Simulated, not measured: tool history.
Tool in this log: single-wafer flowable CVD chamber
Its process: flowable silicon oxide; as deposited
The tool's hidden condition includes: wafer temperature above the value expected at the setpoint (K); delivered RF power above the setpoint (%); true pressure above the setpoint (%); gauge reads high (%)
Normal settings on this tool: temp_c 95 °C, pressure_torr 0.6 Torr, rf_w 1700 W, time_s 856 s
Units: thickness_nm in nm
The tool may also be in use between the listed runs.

run	hour	temp_c	pressure_torr	rf_w	time_s	wafers since the last listed run	hours since the last thermocouple change	hours since the last RF generator calibration	hours since the last manometer calibration	hours since the showerhead was replaced	hours since the gauge calibration	read-back reference wafer on the same gauge, thickness_nm	thickness_nm
1	0	95	0.6	1855	856	0	535.6	2207.8	1429.8	7334.8	594.1	341.174	390.366
2	17.3	95	0.6	1855	856	30	552.9	2225.1	1447.1	7352.1	611.4	340.944	393.489
# hour 29.8: capacitance manometer re-zeroed and calibrated
3	33.1	95	0.6	1700	856	13	568.7	2240.9	3.3	7367.9	627.2	340.961	375.797
4	57.1	95	0.6	1700	856	41	592.7	2264.9	27.3	7391.9	651.2	340.877	377.517
5	91.7	95	0.6	1700	856	60	627.3	2299.5	61.9	7426.5	685.8	341.37	382.923
6	109.6	95	0.6	1700	856	31	645.2	2317.4	79.8	7444.4	703.7	340.761	382.565
7	135.7	95	0.6	1700	856	45	671.3	2343.5	105.9	7470.5	729.8	340.636	381.674
8	161.7	95	0.6	1700	856	45	697.3	2369.5	131.9	7496.5	755.8	341.533	382.635
9	179.5	95	0.6	1700	856	30	715.1	2387.3	149.7	7514.3	773.6	341.539	379.503
10	196.9	95	0.542	1700	856	30	732.5	2404.7	167.1	7531.7	791	341.046	344.328
# hour 224.5: showerhead replaced
11	232.9	95	0.6	1700	856	48	768.5	2440.7	203.1	8.4	827	342.366	377.001
12	248.8	95	0.6	1700	856	27	784.4	2456.6	219	24.3	842.9	341.834	379.818
13	270.5	95	0.6	1700	856	37	806.1	2478.3	240.7	46	864.6	341.08	380.571
# hour 274.4: gauge calibrated
14	290.6	83	0.6	1700	856	34	826.2	2498.4	260.8	66.1	16.2	325.105	511.683
15	303.9	95	0.6	1700	856	23	839.5	2511.7	274.1	79.4	29.5	326.579	364.946
# hour 315.5: RF generator calibrated
16	336.8	88	0.6	1850	748	43	872.4	21.3	307	112.3	62.4	327.271	406.613
17	364	95	0.486	1535	856	47	899.6	48.5	334.2	139.5	89.6	328.106	285.763
18	384.9	95	0.683	1700	856	36	920.5	69.4	355.1	160.4	110.5	329.126	416.297
19	457.7	86	0.681	1700	1012	126	993.3	142.2	427.9	233.2	183.3	330.568	641.075
20	473.9	95	0.567	1700	856	28	1009.5	158.4	444.1	249.4	199.5	330.97	347.16
21	500.8	95	0.549	1700	856	46	1036.4	185.3	471	276.3	226.4	331.818	338.486
# hour 529: thermocouple changed; heater temperature recalibrated
22	533.6	83	0.479	1395	789	43	4.6	218.1	503.8	309.1	259.2	331.772	347.585
23	569.4	95	0.6	1415	856	62	40.4	253.9	539.6	344.9	295	332.463	336.6
24	663.4	95	0.6	1460	856	163	134.4	347.9	633.6	438.9	389	334.623	345.629
25	685.3	95	0.728	1955	995	38	156.3	369.8	655.5	460.8	410.9	335.067	553.502

Forecast run 26:
26	718.2	88	0.6	1700	856	57	189.2	402.7	688.4	493.7	443.8	?	?

{"run 26": {"read-back reference wafer on the same gauge, thickness_nm": 335.346, "thickness_nm": 458.32}}
With no hidden state in the tool, this same run would have given thickness_nm 445.608 nm.
